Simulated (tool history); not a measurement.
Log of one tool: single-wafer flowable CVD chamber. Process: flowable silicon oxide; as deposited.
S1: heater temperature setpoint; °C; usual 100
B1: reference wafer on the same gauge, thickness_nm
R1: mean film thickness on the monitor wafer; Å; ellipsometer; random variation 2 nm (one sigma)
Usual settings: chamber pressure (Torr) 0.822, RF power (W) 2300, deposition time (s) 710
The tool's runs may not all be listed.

Run 1, day 0.000: usual settings; B1 440.977. Result: R1 3957.92 Å.
Run 2, day 0.679: usual settings but deposition time (s) 789; B1 440.893. Result: R1 4406.07 Å.
Run 3, day 2.100: usual settings but deposition time (s) 789; B1 441.556. Result: R1 4421.76 Å.
Run 4, day 3.129: usual settings but deposition time (s) 789; B1 441.065. Result: R1 4362.63 Å.
Run 5, day 3.962: usual settings but deposition time (s) 649; B1 441.124. Result: R1 3588.94 Å.
Run 6, day 5.304: usual settings but deposition time (s) 649; B1 441.440. Result: R1 3573.82 Å.
Run 7, day 6.496: usual settings but deposition time (s) 649; B1 440.540. Result: R1 3575.16 Å.
At day 7.317: thermocouple changed; heater temperature recalibrated.
Run 8, day 7.338: usual settings; B1 441.442. Result: R1 4815.06 Å.
Run 9, day 7.646: usual settings; B1 440.798. Result: R1 4839.56 Å.
At day 9.096: RF generator calibrated.
Run 10, day 9.117: usual settings; B1 440.805. Result: R1 4841.27 Å.
Run 11, day 10.362: usual settings but deposition time (s) 789; B1 440.825. Result: R1 5323.57 Å.
At day 10.438: gauge calibrated.
Run 12, day 11.654: usual settings but RF power (W) 2050, deposition time (s) 643; B1 440.773. Result: R1 4304.72 Å.
Run 13, day 12.433: usual settings but S1 110 °C, chamber pressure (Torr) 0.979; B1 440.971. Result: R1 3945.17 Å.
At day 13.058: capacitance manometer re-zeroed and calibrated.
Run 14, day 13.208: usual settings but S1 107 °C, chamber pressure (Torr) 0.624, RF power (W) 2435, deposition time (s) 617; B1 440.603. Result: R1 2437.52 Å.
Run 15, day 14.050: usual settings but S1 88 °C, chamber pressure (Torr) 0.631; B1 440.555. Result: R1 5690.16 Å.

The next listed run, before its measurement:
At day 14.508: showerhead replaced.
Run 16, day 15.475: usual settings but S1 106 °C, RF power (W) 2170, deposition time (s) 803; B1 ?. Result: R1 ?.

{"run 16": {"B1": 440.86, "R1": 4273.06}}
Without the tool's hidden state the same run would have given R1 4217.49 Å.

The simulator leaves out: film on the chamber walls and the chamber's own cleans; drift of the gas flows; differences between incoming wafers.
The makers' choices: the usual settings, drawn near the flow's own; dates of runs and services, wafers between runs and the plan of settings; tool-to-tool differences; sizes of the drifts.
